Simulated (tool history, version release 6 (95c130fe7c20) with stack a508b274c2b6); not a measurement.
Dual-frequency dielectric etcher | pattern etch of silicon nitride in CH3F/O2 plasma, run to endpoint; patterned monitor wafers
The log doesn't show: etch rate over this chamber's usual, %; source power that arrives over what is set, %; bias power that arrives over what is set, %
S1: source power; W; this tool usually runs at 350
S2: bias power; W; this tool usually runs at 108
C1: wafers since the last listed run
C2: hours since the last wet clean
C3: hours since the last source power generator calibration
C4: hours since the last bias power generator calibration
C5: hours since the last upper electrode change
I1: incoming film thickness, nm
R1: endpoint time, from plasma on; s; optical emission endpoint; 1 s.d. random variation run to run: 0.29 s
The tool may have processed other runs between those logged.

Run 1, hour 0.0: usual settings; C1 0; C2 433.4; C3 3791.6; C4 2162.0; C5 5032.7; I1 82.4. Result: R1 86.1 s.
Run 2, hour 32.3: usual settings; C1 305; C2 465.7; C3 3823.9; C4 2194.3; C5 5065.0; I1 82.9. Result: R1 87.2 s.
At hour 71.2: wet clean of the chamber.
Run 3, hour 82.7: usual settings but S2 120 W; C1 249; C2 11.5; C3 3874.3; C4 2244.7; C5 5115.4; I1 82.9. Result: R1 81.2 s.
Run 4, hour 116.4: usual settings; C1 318; C2 45.2; C3 3908.0; C4 2278.4; C5 5149.1; I1 82.9. Result: R1 85.3 s.
Run 5, hour 223.0: usual settings; C1 1008; C2 151.8; C3 4014.6; C4 2385.0; C5 5255.7; I1 82.4. Result: R1 85.7 s.
At hour 317.4: upper electrode replaced.
Run 6, hour 416.9: usual settings; C1 1607; C2 345.7; C3 4208.5; C4 2578.9; C5 99.5; I1 82.4. Result: R1 86.1 s.
Run 7, hour 450.6: usual settings; C1 318; C2 379.4; C3 4242.2; C4 2612.6; C5 133.2; I1 82.8. Result: R1 87.3 s.
Run 8, hour 481.5: usual settings; C1 292; C2 410.3; C3 4273.1; C4 2643.5; C5 164.1; I1 83.3. Result: R1 87.7 s.
Run 9, hour 512.0: usual settings but S2 115 W; C1 288; C2 440.8; C3 4303.6; C4 2674.0; C5 194.6; I1 82.9. Result: R1 85.0 s.
Run 10, hour 563.2: usual settings; C1 484; C2 492.0; C3 4354.8; C4 2725.2; C5 245.8; I1 82.9. Result: R1 88.7 s.
Run 11, hour 600.7: usual settings; C1 354; C2 529.5; C3 4392.3; C4 2762.7; C5 283.3; I1 83.5. Result: R1 89.1 s.
At hour 660.9: wet clean of the chamber.
Run 12, hour 661.4: usual settings; C1 347; C2 0.5; C3 4453.0; C4 2823.4; C5 344.0; I1 83.2. Result: R1 85.0 s.
Run 13, hour 690.7: usual settings; C1 277; C2 29.8; C3 4482.3; C4 2852.7; C5 373.3; I1 83.1. Result: R1 85.6 s.
Run 14, hour 734.4: usual settings but S1 380 W; C1 413; C2 73.5; C3 4526.0; C4 2896.4; C5 417.0; I1 83.0. Result: R1 82.3 s.
At hour 745.0: source power generator calibrated.
Run 15, hour 804.4: usual settings; C1 624; C2 143.5; C3 59.4; C4 2966.4; C5 487.0; I1 82.2. Result: R1 82.6 s.
Run 16, hour 848.9: usual settings but S1 390 W, S2 101 W; C1 421; C2 188.0; C3 103.9; C4 3010.9; C5 531.5; I1 83.1. Result: R1 82.3 s.
Run 17, hour 873.8: usual settings but S1 270 W, S2 119 W; C1 235; C2 212.9; C3 128.8; C4 3035.8; C5 556.4; I1 83.1. Result: R1 91.6 s.
Run 18, hour 914.8: usual settings but S1 400 W; C1 387; C2 253.9; C3 169.8; C4 3076.8; C5 597.4; I1 82.5. Result: R1 78.3 s.
At hour 953.6: bias power generator calibrated.
Run 19, hour 956.7: usual settings; C1 358; C2 295.8; C3 211.7; C4 3.1; C5 639.3; I1 83.0. Result: R1 84.8 s.
Run 20, hour 1025.8: usual settings but S1 400 W, S2 96 W; C1 653; C2 364.9; C3 280.8; C4 72.2; C5 708.4; I1 82.6. Result: R1 83.1 s.
At hour 1200.6: wet clean of the chamber.
Run 21, hour 1201.1: usual settings; C1 1431; C2 0.5; C3 456.1; C4 247.5; C5 883.7; I1 83.0. Result: R1 83.2 s.
Run 22, hour 1238.4: usual settings but S2 126 W; C1 352; C2 37.8; C3 493.4; C4 284.8; C5 921.0; I1 82.5. Result: R1 77.5 s.
Run 23, hour 1307.7: usual settings but S1 420 W, S2 99 W; C1 655; C2 107.1; C3 562.7; C4 354.1; C5 990.3; I1 82.3. Result: R1 79.3 s.
Run 24, hour 1375.9: usual settings but S1 310 W, S2 85 W; C1 645; C2 175.3; C3 630.9; C4 422.3; C5 1058.5; I1 82.3. Result: R1 98.9 s.
Run 25, hour 1407.3: usual settings but S1 300 W, S2 100 W; C1 297; C2 206.7; C3 662.3; C4 453.7; C5 1089.9; I1 83.0. Result: R1 94.8 s.
Run 26, hour 1473.3: usual settings but S1 380 W, S2 117 W; C1 624; C2 272.7; C3 728.3; C4 519.7; C5 1155.9; I1 82.5. Result: R1 78.1 s.
Run 27, hour 1516.3: usual settings but S1 320 W, S2 133 W; C1 406; C2 315.7; C3 771.3; C4 562.7; C5 1198.9; I1 83.0. Result: R1 80.6 s.
Run 28, hour 1572.5: usual settings but S1 300 W, S2 98 W; C1 531; C2 371.9; C3 827.5; C4 618.9; C5 1255.1; I1 82.9. Result: R1 95.9 s.
Run 29, hour 1604.8: usual settings but S1 390 W, S2 121 W; C1 305; C2 404.2; C3 859.8; C4 651.2; C5 1287.4; I1 83.3. Result: R1 77.6 s.
Run 30, hour 1671.1: usual settings; C1 627; C2 470.5; C3 926.1; C4 717.5; C5 1353.7; I1 82.8. Result: R1 85.7 s.
Run 31, hour 1720.3: usual settings but S1 410 W, S2 125 W; C1 465; C2 519.7; C3 975.3; C4 766.7; C5 1402.9; I1 82.3. Result: R1 74.6 s.
At hour 1772.9: wet clean of the chamber.
Run 32, hour 1785.2: usual settings but S2 82 W; C1 386; C2 12.3; C3 1040.2; C4 831.6; C5 1467.8; I1 82.7. Result: R1 93.1 s.
Run 33, hour 1814.3: usual settings but S1 300 W, S2 98 W; C1 275; C2 41.4; C3 1069.3; C4 860.7; C5 1496.9; I1 83.4. Result: R1 94.1 s.
Run 34, hour 1861.6: usual settings but S1 380 W, S2 133 W; C1 447; C2 88.7; C3 1116.6; C4 908.0; C5 1544.2; I1 82.7. Result: R1 72.4 s.

Branching from run 34: 5 alternative next runs. What would each branch give?
Run A, hour 1862.1: usual settings; C1 4; C2 89.2; C3 1117.1; C4 908.5; C5 1544.7; I1 83.2. Result: R1 ?.
Run B, hour 1862.1: usual settings but S1 310 W, S2 116 W; C1 4; C2 89.2; C3 1117.1; C4 908.5; C5 1544.7; I1 83.2. Result: R1 ?.
Run C, hour 1862.1: usual settings but S2 135 W; C1 4; C2 89.2; C3 1117.1; C4 908.5; C5 1544.7; I1 83.2. Result: R1 ?.
Run D, hour 1862.1: usual settings but S2 96 W; C1 4; C2 89.2; C3 1117.1; C4 908.5; C5 1544.7; I1 83.2. Result: R1 ?.
Run E, hour 1862.1: usual settings but S2 100 W; C1 4; C2 89.2; C3 1117.1; C4 908.5; C5 1544.7; I1 83.2. Result: R1 ?.

run    R1
  A  83.2
  B  85.6
  C  75.4
  D  87.6
  E  86.1
Had the tool no hidden state, the same runs would have come out as:
run    R1
  A  83.0
  B  85.4
  C  75.1
  D  87.4
  E  85.8

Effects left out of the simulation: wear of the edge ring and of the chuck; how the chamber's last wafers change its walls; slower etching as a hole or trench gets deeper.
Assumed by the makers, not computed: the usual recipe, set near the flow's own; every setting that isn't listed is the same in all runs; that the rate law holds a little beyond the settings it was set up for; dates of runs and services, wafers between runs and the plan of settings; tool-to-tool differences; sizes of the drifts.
